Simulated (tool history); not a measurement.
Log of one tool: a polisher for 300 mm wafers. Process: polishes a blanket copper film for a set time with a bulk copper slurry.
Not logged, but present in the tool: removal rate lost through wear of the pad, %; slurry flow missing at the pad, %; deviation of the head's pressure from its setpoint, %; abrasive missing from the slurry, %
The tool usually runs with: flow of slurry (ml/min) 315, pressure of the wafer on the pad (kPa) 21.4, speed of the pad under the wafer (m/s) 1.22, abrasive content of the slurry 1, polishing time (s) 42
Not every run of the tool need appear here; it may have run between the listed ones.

run,hour,flow of slurry (ml/min),pressure of the wafer on the pad (kPa),speed of the pad under the wafer (m/s),abrasive content of the slurry,polishing time (s),wafers since the last listed run,wafers polished on this pad,hours since the slurry nozzle was cleaned,hours since the head pressure was calibrated,hours since the slurry blender was calibrated,"incoming thickness of the incoming film, nm",film removed (Å)
1,0,230,21.4,1.22,1.15,42,0,592,144.3,764.1,264.1,4199.6,4467
# hour 16.1: slurry blender recalibrated
2,51,230,21.4,1.22,1.15,42,735,1328,195.3,815.1,34.9,4295.3,4432
3,120,230,21.4,1.22,1,42,1036,2364,264.3,884.1,103.9,4220.1,4266
# hour 243.1: worn pad replaced by a new one
# hour 264.8: slurry blender recalibrated
4,266.1,230,21.4,1.22,1,42,2103,315,410.4,1030.2,1.3,4185.3,4165
5,312.2,230,21.4,1.22,1,42,692,1008,456.5,1076.3,47.4,4240.9,4285
6,375.2,380,21.4,1.22,1,42,946,1954,519.5,1139.3,110.4,4286.8,4459
7,446.8,315,21.4,1.22,1,42,1075,3029,591.1,1210.9,182,4169.1,4304
8,473,290,21.4,1.36,1,42,393,3422,617.3,1237.1,208.2,4228.1,4707
# hour 516.5: worn pad replaced by a new one
# hour 517.3: slurry blender recalibrated
9,517.8,290,21.4,1.36,1,42,600,7,662.1,1281.9,0.5,4276.5,4737
# hour 524.9: head pressure recalibrated
# hour 547.9: slurry nozzle cleaned
10,644.1,290,21.4,1.36,1,42,1851,1858,96.2,119.2,126.8,4204.2,4752
11,704.3,315,21.4,1.22,1,48,903,2762,156.4,179.4,187,4234,4998
12,730.4,315,15.2,0.96,1.1,42,391,3154,182.5,205.5,213.1,4160.6,2446

What will run 13 give?
13,758.9,315,21.4,1.1,1,42,427,3582,211,234,241.6,4288.2,?

{"run 13": {"film removed (Å)": 4032}}
With the hidden condition absent and the run-to-run variation left alone, this run would have shown film removed (Å) 4032.
